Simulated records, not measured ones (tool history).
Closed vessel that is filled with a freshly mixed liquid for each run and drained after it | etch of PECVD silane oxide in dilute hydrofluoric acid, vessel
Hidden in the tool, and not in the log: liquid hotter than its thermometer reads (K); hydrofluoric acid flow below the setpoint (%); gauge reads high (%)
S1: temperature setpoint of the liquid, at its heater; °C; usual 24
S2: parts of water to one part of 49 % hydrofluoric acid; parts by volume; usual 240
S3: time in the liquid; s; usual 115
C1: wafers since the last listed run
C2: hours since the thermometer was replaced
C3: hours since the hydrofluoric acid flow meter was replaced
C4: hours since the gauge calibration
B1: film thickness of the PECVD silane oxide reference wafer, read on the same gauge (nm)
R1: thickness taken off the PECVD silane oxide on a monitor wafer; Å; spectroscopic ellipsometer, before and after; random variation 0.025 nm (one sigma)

{"run": 1, "hour": 0.0, "S1": 20.5, "S2": 175, "S3": 115, "C1": 0, "C2": 2019, "C3": 1280.4, "C4": 584.7, "B1": 61.93, "R1": 79.4}
{"run": 2, "hour": 26.8, "S1": 20.5, "S2": 175, "S3": 115, "C1": 1544, "C2": 2045.8, "C3": 1307.2, "C4": 611.5, "B1": 61.99, "R1": 80.1}
{"run": 3, "hour": 52.6, "S1": 20.5, "S2": 175, "S3": 115, "C1": 1486, "C2": 2071.6, "C3": 1333, "C4": 637.3, "B1": 61.99, "R1": 80.1}
{"run": 4, "hour": 118.7, "S1": 24, "S2": 240, "S3": 115, "C1": 3809, "C2": 2137.7, "C3": 1399.1, "C4": 703.4, "B1": 62.02, "R1": 62.4}
{"run": 5, "hour": 190.1, "S1": 24, "S2": 240, "S3": 115, "C1": 4115, "C2": 2209.1, "C3": 1470.5, "C4": 774.8, "B1": 62.11, "R1": 62.3}
{"run": 6, "hour": 214.3, "S1": 24, "S2": 195, "S3": 115, "C1": 1394, "C2": 2233.3, "C3": 1494.7, "C4": 799, "B1": 62.14, "R1": 80.5}
{"run": 7, "hour": 280.0, "S1": 24, "S2": 240, "S3": 145, "C1": 3786, "C2": 2299, "C3": 1560.4, "C4": 864.7, "B1": 62.15, "R1": 78.2}
{"run": 8, "hour": 319.1, "S1": 24, "S2": 240, "S3": 145, "C1": 2253, "C2": 2338.1, "C3": 1599.5, "C4": 903.8, "B1": 62.16, "R1": 77.9}
{"run": 9, "hour": 373.2, "S1": 25, "S2": 240, "S3": 115, "C1": 3118, "C2": 2392.2, "C3": 1653.6, "C4": 957.9, "B1": 62.2, "R1": 64.2}
{"run": 10, "hour": 410.6, "S1": 24, "S2": 240, "S3": 115, "C1": 2155, "C2": 2429.6, "C3": 1691, "C4": 995.3, "B1": 62.21, "R1": 61.8}
{"hour": 456.9, "done": "gauge calibrated"}
{"hour": 540.9, "done": "thermometer replaced"}
{"run": 11, "hour": 600.9, "S1": 24, "S2": 240, "S3": 115, "C1": 10910, "C2": 60, "C3": 1881.3, "C4": 144, "B1": 61.55, "R1": 61.2}
{"run": 12, "hour": 647.4, "S1": 22, "S2": 170, "S3": 170, "C1": 2679, "C2": 106.5, "C3": 1927.8, "C4": 190.5, "B1": 61.78, "R1": 128.9}
{"run": 13, "hour": 697.4, "S1": 24, "S2": 275, "S3": 115, "C1": 2881, "C2": 156.5, "C3": 1977.8, "C4": 240.5, "B1": 61.95, "R1": 52.1}
{"hour": 727.8, "done": "hydrofluoric acid flow meter replaced"}
{"run": 14, "hour": 754.9, "S1": 27.5, "S2": 325, "S3": 155, "C1": 3256, "C2": 214, "C3": 27.1, "C4": 298, "B1": 62.13, "R1": 63.8}
{"run": 15, "hour": 819.8, "S1": 24, "S2": 240, "S3": 115, "C1": 3740, "C2": 278.9, "C3": 92, "C4": 362.9, "B1": 62.33, "R1": 62.2}
{"run": 16, "hour": 870.1, "S1": 24, "S2": 240, "S3": 65, "C1": 2899, "C2": 329.2, "C3": 142.3, "C4": 413.2, "B1": 62.43, "R1": 35.1}
{"run": 17, "hour": 919.0, "S1": 22.5, "S2": 160, "S3": 65, "C1": 2818, "C2": 378.1, "C3": 191.2, "C4": 462.1, "B1": 62.55, "R1": 54}
{"run": 18, "hour": 984.9, "S1": 24, "S2": 240, "S3": 115, "C1": 3798, "C2": 444, "C3": 257.1, "C4": 528, "B1": 62.64, "R1": 62.4}
{"run": 19, "hour": 1049.8, "S1": 26.5, "S2": 335, "S3": 115, "C1": 3740, "C2": 508.9, "C3": 322, "C4": 592.9, "B1": 62.72, "R1": 44}
{"run": 20, "hour": 1092.5, "S1": 28, "S2": 240, "S3": 140, "C1": 2460, "C2": 551.6, "C3": 364.7, "C4": 635.6, "B1": 62.76, "R1": 87.6}

Forecast each of these 5 alternatives for the next run:
{"run": "A", "hour": 1093.2, "S1": 24, "S2": 145, "S3": 115, "C1": 40, "C2": 552.3, "C3": 365.4, "C4": 636.3, "B1": "?", "R1": "?"}
{"run": "B", "hour": 1093.2, "S1": 28, "S2": 240, "S3": 115, "C1": 40, "C2": 552.3, "C3": 365.4, "C4": 636.3, "B1": "?", "R1": "?"}
{"run": "C", "hour": 1093.2, "S1": 24, "S2": 355, "S3": 150, "C1": 40, "C2": 552.3, "C3": 365.4, "C4": 636.3, "B1": "?", "R1": "?"}
{"run": "D", "hour": 1093.2, "S1": 24, "S2": 240, "S3": 50, "C1": 40, "C2": 552.3, "C3": 365.4, "C4": 636.3, "B1": "?", "R1": "?"}
{"run": "E", "hour": 1093.2, "S1": 28.5, "S2": 240, "S3": 45, "C1": 40, "C2": 552.3, "C3": 365.4, "C4": 636.3, "B1": "?", "R1": "?"}

run=A B1=62.76 R1=114.5
run=B B1=62.76 R1=71.8
run=C B1=62.76 R1=49.2
run=D B1=62.76 R1=27.1
run=E B1=62.76 R1=28.6
Without the tool's hidden state the same runs would have given:
run=A R1=109.5
run=B R1=68.7
run=C R1=47
run=D R1=25.9
run=E R1=27.3

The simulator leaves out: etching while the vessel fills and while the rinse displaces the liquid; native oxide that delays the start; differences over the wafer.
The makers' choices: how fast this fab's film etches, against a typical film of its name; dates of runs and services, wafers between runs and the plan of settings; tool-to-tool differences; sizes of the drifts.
